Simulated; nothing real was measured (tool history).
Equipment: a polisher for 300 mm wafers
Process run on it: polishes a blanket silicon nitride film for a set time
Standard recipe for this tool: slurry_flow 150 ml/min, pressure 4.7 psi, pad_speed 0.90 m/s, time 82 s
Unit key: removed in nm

| run | hour | slurry_flow | pressure | pad_speed | time | incoming thickness of the incoming film, nm | removed |
|---|---|---|---|---|---|---|---|
| 1 | 0.0 | 150 | 4.7 | 0.90 | 82 | 704.1 | 181.8 |
|  | 38.9 | worn pad replaced by a new one |
| 2 | 39.4 | 150 | 4.7 | 0.90 | 82 | 695.5 | 181.5 |
| 3 | 41.7 | 150 | 4.7 | 0.90 | 82 | 694.0 | 181.3 |
| 4 | 79.8 | 150 | 4.7 | 0.90 | 90 | 694.8 | 195.3 |
| 5 | 90.4 | 150 | 4.7 | 0.90 | 82 | 696.7 | 176.4 |
| 6 | 138.5 | 150 | 4.7 | 0.90 | 82 | 713.8 | 177.5 |
|  | 144.5 | worn pad replaced by a new one |
| 7 | 174.9 | 150 | 4.7 | 0.90 | 82 | 701.4 | 179.4 |
| 8 | 183.7 | 150 | 4.7 | 0.90 | 82 | 703.9 | 174.8 |
| 9 | 192.7 | 150 | 4.7 | 0.90 | 82 | 686.5 | 175.7 |

Estimate the outcome of run 10 from the log above:
| 10 | 203.8 | 110 | 4.7 | 1.06 | 82 | 704.0 | ? |

removed: 187.9 nm
Take away the tool's hidden state, keep the run-to-run variation as it was, and the same run would have given removed 212.9 nm.
